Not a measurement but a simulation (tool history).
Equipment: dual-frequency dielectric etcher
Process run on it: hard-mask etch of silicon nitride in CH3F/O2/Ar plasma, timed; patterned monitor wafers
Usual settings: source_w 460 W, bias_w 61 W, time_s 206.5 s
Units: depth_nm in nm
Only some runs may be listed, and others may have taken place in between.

run	day	source_w	bias_w	time_s	wafers since the last listed run	hours since the last wet clean	hours since the last source power generator calibration	hours since the last bias power generator calibration	hours since the last upper electrode change	hours since the gauge calibration	read-back reference wafer on the same gauge, depth_nm	depth_nm
1	0.000	460	72	245.0	0	350.0	1927.7	2901.1	2250.5	288.5	126.0	170.4
2	0.454	460	61	206.5	51	360.9	1938.6	2912.0	2261.4	299.4	125.9	137.9
3	0.767	460	61	206.5	35	368.4	1946.1	2919.5	2268.9	306.9	126.0	137.4
4	2.596	460	61	206.5	206	412.3	1990.0	2963.4	2312.8	350.8	126.2	137.6
# day 2.821: bias power generator calibrated
5	3.167	460	61	206.5	45	426.0	2003.7	8.3	2326.5	364.5	126.1	135.4
6	3.662	460	61	160.0	55	437.9	2015.6	20.2	2338.4	376.4	126.1	103.9
7	4.267	460	61	160.0	68	452.4	2030.1	34.7	2352.9	390.9	126.3	104.8
8	4.725	460	61	206.5	51	463.4	2041.1	45.7	2363.9	401.9	125.9	134.6
9	5.008	460	61	206.5	31	470.2	2047.9	52.5	2370.7	408.7	126.0	135.5
# day 5.958: source power generator calibrated
# day 6.025: wet clean of the chamber
10	6.046	460	61	206.5	90	0.5	2.1	77.4	2395.6	433.6	126.1	140.6
11	6.062	460	61	206.5	1	0.9	2.5	77.8	2396.0	434.0	126.0	139.9
12	6.079	460	52	242.5	1	1.3	2.9	78.2	2396.4	434.4	126.0	158.2
13	6.558	460	54	206.5	54	12.8	14.4	89.7	2407.9	445.9	126.1	137.3
# day 7.521: gauge calibrated
# day 7.754: upper electrode replaced
14	8.058	390	46	151.5	56	48.8	50.4	125.7	7.3	12.9	126.0	90.5
15	8.333	360	47	240.0	31	55.4	57.0	132.3	13.9	19.5	125.7	139.3

What will run 16 give?
16	8.896	570	65	206.5	63	68.9	70.5	145.8	27.4	33.0	?	?

{"run 16": {"read-back reference wafer on the same gauge, depth_nm": 125.7, "depth_nm": 155.0}}
Were there no unlogged condition in the tool, this run, its random variation unchanged, would have produced depth_nm 156.4 nm.
